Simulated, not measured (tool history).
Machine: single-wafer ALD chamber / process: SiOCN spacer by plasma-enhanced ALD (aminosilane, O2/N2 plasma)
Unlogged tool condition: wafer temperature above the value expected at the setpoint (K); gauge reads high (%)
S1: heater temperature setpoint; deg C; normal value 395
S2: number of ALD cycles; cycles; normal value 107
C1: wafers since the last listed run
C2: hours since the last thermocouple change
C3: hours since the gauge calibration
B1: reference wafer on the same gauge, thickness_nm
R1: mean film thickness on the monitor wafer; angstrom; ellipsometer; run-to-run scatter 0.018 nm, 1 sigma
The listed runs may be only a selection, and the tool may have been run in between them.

run 1 hour=0.0 | S1=395 S2=107 | C1=0 C2=18.4 C3=1934.2 | B1=8.233 | R1=71.39
run 2 hour=92.2 | S1=395 S2=107 | C1=269 C2=110.6 C3=2026.4 | B1=8.232 | R1=71.59
run 3 hour=197.1 | S1=395 S2=123 | C1=306 C2=215.5 C3=2131.3 | B1=8.237 | R1=82.35
run 4 hour=274.8 | S1=395 S2=101 | C1=227 C2=293.2 C3=2209.0 | B1=8.244 | R1=67.65
run 5 hour=348.8 | S1=395 S2=101 | C1=216 C2=367.2 C3=2283.0 | B1=8.241 | R1=67.57
run 6 hour=448.9 | S1=395 S2=101 | C1=292 C2=467.3 C3=2383.1 | B1=8.242 | R1=67.57
run 7 hour=538.8 | S1=384 S2=107 | C1=263 C2=557.2 C3=2473.0 | B1=8.247 | R1=71.53
run 8 hour=577.7 | S1=384 S2=107 | C1=113 C2=596.1 C3=2511.9 | B1=8.239 | R1=71.72
run 9 hour=662.4 | S1=395 S2=107 | C1=247 C2=680.8 C3=2596.6 | B1=8.247 | R1=71.60
run 10 hour=727.7 | S1=395 S2=107 | C1=191 C2=746.1 C3=2661.9 | B1=8.245 | R1=71.54
run 11 hour=771.6 | S1=395 S2=107 | C1=128 C2=790.0 C3=2705.8 | B1=8.247 | R1=71.55
run 12 hour=859.2 | S1=395 S2=121 | C1=256 C2=877.6 C3=2793.4 | B1=8.244 | R1=81.14
run 13 hour=954.1 | S1=395 S2=121 | C1=277 C2=972.5 C3=2888.3 | B1=8.247 | R1=80.90
-- hour=996.5 thermocouple changed; heater temperature recalibrated
-- hour=1019.5 gauge calibrated
run 14 hour=1034.5 | S1=395 S2=121 | C1=211 C2=38.0 C3=15.0 | B1=8.059 | R1=79.09
run 15 hour=1132.1 | S1=403 S2=107 | C1=285 C2=135.6 C3=112.6 | B1=8.077 | R1=69.84
run 16 hour=1228.0 | S1=403 S2=107 | C1=280 C2=231.5 C3=208.5 | B1=8.092 | R1=69.53
run 17 hour=1273.9 | S1=403 S2=107 | C1=134 C2=277.4 C3=254.4 | B1=8.100 | R1=70.13
run 18 hour=1350.1 | S1=395 S2=107 | C1=222 C2=353.6 C3=330.6 | B1=8.109 | R1=70.75
run 19 hour=1428.9 | S1=395 S2=107 | C1=230 C2=432.4 C3=409.4 | B1=8.112 | R1=70.70
run 20 hour=1533.3 | S1=395 S2=107 | C1=305 C2=536.8 C3=513.8 | B1=8.126 | R1=70.54
run 21 hour=1637.2 | S1=395 S2=107 | C1=304 C2=640.7 C3=617.7 | B1=8.138 | R1=70.57
run 22 hour=1727.2 | S1=385 S2=128 | C1=263 C2=730.7 C3=707.7 | B1=8.149 | R1=84.67
run 23 hour=1773.0 | S1=395 S2=107 | C1=134 C2=776.5 C3=753.5 | B1=8.147 | R1=71.02
run 24 hour=1826.8 | S1=395 S2=116 | C1=157 C2=830.3 C3=807.3 | B1=8.149 | R1=76.96
run 25 hour=1909.0 | S1=400 S2=107 | C1=240 C2=912.5 C3=889.5 | B1=8.159 | R1=70.69
-- hour=2190.6 thermocouple changed; heater temperature recalibrated
run 26 hour=2213.7 | S1=395 S2=96 | C1=868 C2=23.1 C3=1194.2 | B1=8.175 | R1=63.53
run 27 hour=2252.3 | S1=395 S2=100 | C1=112 C2=61.7 C3=1232.8 | B1=8.175 | R1=66.64
run 28 hour=2316.8 | S1=387 S2=107 | C1=188 C2=126.2 C3=1297.3 | B1=8.181 | R1=71.27
run 29 hour=2380.9 | S1=406 S2=124 | C1=187 C2=190.3 C3=1361.4 | B1=8.184 | R1=81.32
run 30 hour=2447.9 | S1=407 S2=116 | C1=196 C2=257.3 C3=1428.4 | B1=8.190 | R1=75.52
run 31 hour=2550.8 | S1=383 S2=117 | C1=301 C2=360.2 C3=1531.3 | B1=8.188 | R1=78.07
run 32 hour=2657.0 | S1=395 S2=91 | C1=310 C2=466.4 C3=1637.5 | B1=8.193 | R1=60.93
run 33 hour=2711.7 | S1=382 S2=114 | C1=160 C2=521.1 C3=1692.2 | B1=8.189 | R1=75.58
run 34 hour=2809.7 | S1=406 S2=127 | C1=286 C2=619.1 C3=1790.2 | B1=8.195 | R1=83.31
run 35 hour=2916.7 | S1=401 S2=102 | C1=313 C2=726.1 C3=1897.2 | B1=8.199 | R1=68.07
run 36 hour=2975.7 | S1=395 S2=107 | C1=172 C2=785.1 C3=1956.2 | B1=8.198 | R1=70.82
run 37 hour=3060.9 | S1=395 S2=98 | C1=249 C2=870.3 C3=2041.4 | B1=8.196 | R1=65.12
-- hour=3162.6 thermocouple changed; heater temperature recalibrated
run 38 hour=3163.1 | S1=386 S2=107 | C1=275 C2=0.5 C3=2143.6 | B1=8.204 | R1=71.20
run 39 hour=3230.0 | S1=395 S2=107 | C1=195 C2=67.4 C3=2210.5 | B1=8.204 | R1=71.60

Pick out some run-to-run changes in R1. Of each, how much would a tool without hidden state show as well, from the settings, what came in and chance, and how much is left for the hidden state and any gauge scatter not in both results compared?
Run 2 -> 3: S2 107 -> 123. R1 +10.76 angstrom: hidden state +0.23, all else +10.53.
Run 3 -> 4: S2 123 -> 101. R1 -14.70 angstrom: hidden state -0.28, all else -14.42.
Run 13 -> 14: thermocouple changed; heater temperature recalibrated, gauge calibrated. R1 -1.81 angstrom: hidden state -1.83, all else +0.02.
Run 31 -> 32: S1 383 -> 395, S2 117 -> 91. R1 -17.14 angstrom: hidden state -0.22, all else -16.92.
Run 34 -> 35: S1 406 -> 401, S2 127 -> 102. R1 -15.24 angstrom: hidden state -0.22, all else -15.02.

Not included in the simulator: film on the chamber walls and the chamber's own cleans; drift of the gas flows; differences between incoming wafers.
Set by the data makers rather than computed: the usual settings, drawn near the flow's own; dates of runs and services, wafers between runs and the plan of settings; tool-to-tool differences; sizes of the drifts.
